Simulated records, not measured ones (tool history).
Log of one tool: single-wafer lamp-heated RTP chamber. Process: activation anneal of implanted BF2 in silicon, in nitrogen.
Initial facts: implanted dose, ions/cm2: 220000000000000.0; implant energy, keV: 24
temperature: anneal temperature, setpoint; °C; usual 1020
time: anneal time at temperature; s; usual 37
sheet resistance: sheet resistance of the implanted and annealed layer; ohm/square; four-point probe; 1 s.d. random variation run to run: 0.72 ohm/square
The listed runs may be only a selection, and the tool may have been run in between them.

run,day,temperature,time,"read-back reference wafer on the same gauge, sheet resistance",sheet resistance
1,0.000,1020,37,502.29,479.93
2,0.571,1020,37,502.19,481.36
3,1.108,1020,37,501.97,480.97
4,2.100,1020,37,501.81,481.69
5,2.788,1020,37,501.81,481.77
6,3.962,1020,37,501.92,481.88
7,5.300,1020,37,501.82,482.37
8,6.325,997,37,501.58,483.19
9,7.267,1020,37,501.83,481.05
10,10.154,1020,37,501.53,479.32
# day 11.233: reflector plate cleaned
11,12.796,1020,37,501.06,480.21
# day 13.742: pyrometer window cleaned and pyrometer calibrated
12,13.762,1020,37,501.12,479.56
13,14.146,1020,37,501.09,479.72
14,15.004,1020,37,500.81,479.01
15,15.550,1020,37,500.93,479.67
16,16.817,1020,37,501.03,480.91
17,17.862,1020,37,500.86,479.39
18,18.621,1046,37,500.87,474.97
19,19.375,1043,37,500.50,475.84
20,20.700,1005,24,500.54,483.90
21,22.083,1020,52,500.57,476.04
# day 22.742: gauge calibrated
22,23.479,1020,50,504.06,479.40
23,24.692,1020,37,503.81,482.91
24,25.383,1020,37,503.92,482.62
25,26.275,1020,37,503.81,483.29
26,27.129,1046,52,503.71,471.00
27,28.288,998,37,503.62,485.58
# day 28.717: pyrometer window cleaned and pyrometer calibrated
28,29.275,998,37,503.50,486.75
29,29.792,1010,37,503.59,483.49
30,30.442,1050,31,503.35,478.76
31,31.271,1031,16,503.24,489.17
32,32.304,1020,37,503.27,482.24
33,33.004,990,29,503.37,487.42
34,34.075,1020,37,503.13,483.46
35,36.962,1035,19,502.95,485.76
36,38.250,1037,57,502.76,472.12

Hidden state, per run?
true wafer temperature minus pyrometer reading, K: 0 at every run
wafer temperature error from the tarnished reflector plate, K: 0 at every run
H1: gauge reads high (%)
run,H1
1,-0.35
2,-0.359
3,-0.368
4,-0.384
5,-0.395
6,-0.415
7,-0.436
8,-0.453
9,-0.468
10,-0.515
11,-0.558
12,-0.574
13,-0.58
14,-0.594
15,-0.603
16,-0.624
17,-0.641
18,-0.653
19,-0.665
20,-0.687
21,-0.709
22,0.00295
23,-0.0168
24,-0.028
25,-0.0425
26,-0.0564
27,-0.0753
28,-0.0913
29,-0.0997
30,-0.11
31,-0.124
32,-0.141
33,-0.152
34,-0.169
35,-0.216
36,-0.237

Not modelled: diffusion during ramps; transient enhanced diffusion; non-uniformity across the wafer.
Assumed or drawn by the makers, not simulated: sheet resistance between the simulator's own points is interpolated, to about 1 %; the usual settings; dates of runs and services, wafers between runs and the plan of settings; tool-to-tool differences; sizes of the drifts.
